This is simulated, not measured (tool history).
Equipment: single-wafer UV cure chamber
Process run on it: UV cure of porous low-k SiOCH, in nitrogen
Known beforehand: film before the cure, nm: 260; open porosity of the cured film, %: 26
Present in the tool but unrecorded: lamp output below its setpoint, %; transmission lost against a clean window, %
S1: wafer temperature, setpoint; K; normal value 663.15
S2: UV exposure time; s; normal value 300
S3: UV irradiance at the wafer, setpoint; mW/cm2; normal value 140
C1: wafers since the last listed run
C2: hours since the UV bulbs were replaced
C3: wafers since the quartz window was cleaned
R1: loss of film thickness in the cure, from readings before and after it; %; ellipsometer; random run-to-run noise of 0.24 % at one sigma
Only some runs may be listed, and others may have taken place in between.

{"run": 1, "hour": 0.0, "S1": 663.15, "S2": 360, "S3": 140, "C1": 0, "C2": 2314.4, "C3": 3472, "R1": 19.75}
{"run": 2, "hour": 14.7, "S1": 663.15, "S2": 360, "S3": 140, "C1": 149, "C2": 2329.1, "C3": 3622, "R1": 19.335}
{"run": 3, "hour": 32.0, "S1": 674.15, "S2": 300, "S3": 140, "C1": 176, "C2": 2346.4, "C3": 3798, "R1": 19.053}
{"run": 4, "hour": 51.7, "S1": 674.15, "S2": 300, "S3": 140, "C1": 200, "C2": 2366.1, "C3": 3998, "R1": 18.814}
{"run": 5, "hour": 71.8, "S1": 663.15, "S2": 300, "S3": 140, "C1": 204, "C2": 2386.2, "C3": 4203, "R1": 18.64}
{"run": 6, "hour": 85.9, "S1": 663.15, "S2": 300, "S3": 140, "C1": 143, "C2": 2400.3, "C3": 4346, "R1": 18.68}
{"run": 7, "hour": 101.1, "S1": 663.15, "S2": 300, "S3": 140, "C1": 154, "C2": 2415.5, "C3": 4501, "R1": 18.897}
{"run": 8, "hour": 171.2, "S1": 663.15, "S2": 460, "S3": 140, "C1": 713, "C2": 2485.6, "C3": 5214, "R1": 21.198}
{"hour": 204.6, "done": "quartz window cleaned"}
{"run": 9, "hour": 205.1, "S1": 653.15, "S2": 375, "S3": 151, "C1": 263, "C2": 2519.5, "C3": 5, "R1": 19.309}
{"run": 10, "hour": 228.5, "S1": 663.15, "S2": 300, "S3": 140, "C1": 238, "C2": 2542.9, "C3": 243, "R1": 17.928}
{"hour": 296.9, "done": "quartz window cleaned, repeated, since the last time left the tool worse"}
{"run": 11, "hour": 299.4, "S1": 673.15, "S2": 150, "S3": 128, "C1": 640, "C2": 2613.8, "C3": 25, "R1": 14.984}
{"hour": 313.0, "done": "UV bulbs replaced"}
{"run": 12, "hour": 317.4, "S1": 663.15, "S2": 400, "S3": 173, "C1": 101, "C2": 4.4, "C3": 126, "R1": 22.592}
{"run": 13, "hour": 351.0, "S1": 663.15, "S2": 300, "S3": 140, "C1": 341, "C2": 38.0, "C3": 468, "R1": 19.252}
{"run": 14, "hour": 385.2, "S1": 675.15, "S2": 445, "S3": 151, "C1": 348, "C2": 72.2, "C3": 816, "R1": 21.781}
{"run": 15, "hour": 410.5, "S1": 679.15, "S2": 125, "S3": 180, "C1": 257, "C2": 97.5, "C3": 1074, "R1": 15.58}

Branching from run 15: 5 alternative next runs. What would each branch give?
{"run": "A", "hour": 411.0, "S1": 663.15, "S2": 300, "S3": 140, "C1": 5, "C2": 98.0, "C3": 1079, "R1": "?"}
{"run": "B", "hour": 411.0, "S1": 680.15, "S2": 210, "S3": 163, "C1": 5, "C2": 98.0, "C3": 1079, "R1": "?"}
{"run": "C", "hour": 411.0, "S1": 648.15, "S2": 165, "S3": 105, "C1": 5, "C2": 98.0, "C3": 1079, "R1": "?"}
{"run": "D", "hour": 411.0, "S1": 663.15, "S2": 465, "S3": 129, "C1": 5, "C2": 98.0, "C3": 1079, "R1": "?"}
{"run": "E", "hour": 411.0, "S1": 656.15, "S2": 450, "S3": 170, "C1": 5, "C2": 98.0, "C3": 1079, "R1": "?"}

run=A R1=18.900
run=B R1=18.051
run=C R1=13.315
run=D R1=21.097
run=E R1=22.428
Without the tool's hidden state the same runs would have given:
run=A R1=19.432
run=B R1=18.580
run=C R1=13.806
run=D R1=21.634
run=E R1=22.965
